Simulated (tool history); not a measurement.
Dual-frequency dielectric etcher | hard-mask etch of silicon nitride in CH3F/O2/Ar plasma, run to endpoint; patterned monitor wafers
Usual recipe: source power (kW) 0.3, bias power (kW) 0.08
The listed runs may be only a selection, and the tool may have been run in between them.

run   hour  source power (kW)  bias power (kW)  incoming incoming film thickness, nm  endpoint time (s)
  1      0               0.24             0.08                                 29.31               50.8
  2    8.7                0.3             0.08                                 29.23               47.8
  3   18.9                0.3             0.08                                 29.39               48.6
  4   33.7                0.3             0.08                                 28.85               47.3
  5   39.7                0.3             0.08                                 29.18               47.8
  6   53.7                0.3             0.08                                 29.02               47.5
  7   70.2                0.3             0.08                                 29.31               48.1
  8   82.5                0.3             0.08                                 29.21               48.1
  9   98.6                0.3             0.08                                 29.11               47.9
     129.2  -- upper electrode replaced
     131.2  -- source power generator calibrated
 10  131.7                0.3             0.08                                 29.23               48.3
 11    132                0.3             0.08                                 29.19               48.3
 12  147.2                0.3             0.08                                 29.07               48.3
     172.4  -- bias power generator calibrated
 13  172.9               0.24            0.089                                 29.26               48.7
 14  178.6                0.3            0.072                                 29.19               50.6
 15  191.4               0.23            0.074                                 29.25               53.5
     217.4  -- wet clean of the chamber
 16  217.9                0.3            0.061                                 29.26               52.2
 17  218.3                0.3             0.08                                 29.34                 47
 18  223.4                0.3             0.08                                 29.18               46.8
 19  238.5               0.36            0.066                                 29.39               48.8
 20  252.7               0.26            0.099                                 29.26               44.9
 21    264               0.26            0.066                                 29.09               52.5
 22  270.3                0.3             0.08                                 29.14               46.8
 23  299.8               0.28            0.072                                 29.07                 50
 24  309.6                0.3            0.093                                  29.2               44.3

4 options for the next run, each taken on its own from the tool as it stands now. Forecast them:
  A   310                0.3             0.08                                 29.07                  ?
  B   310                0.3            0.095                                 29.07                  ?
  C   310                0.3            0.063                                 29.07                  ?
  D   310               0.28            0.097                                 29.07                  ?

run  endpoint time (s)
  A                 47
  B               43.7
  C                 52
  D               44.1
With no hidden state in the tool, these same runs would have given:
run  endpoint time (s)
  A               46.4
  B               43.1
  C               51.2
  D               43.4

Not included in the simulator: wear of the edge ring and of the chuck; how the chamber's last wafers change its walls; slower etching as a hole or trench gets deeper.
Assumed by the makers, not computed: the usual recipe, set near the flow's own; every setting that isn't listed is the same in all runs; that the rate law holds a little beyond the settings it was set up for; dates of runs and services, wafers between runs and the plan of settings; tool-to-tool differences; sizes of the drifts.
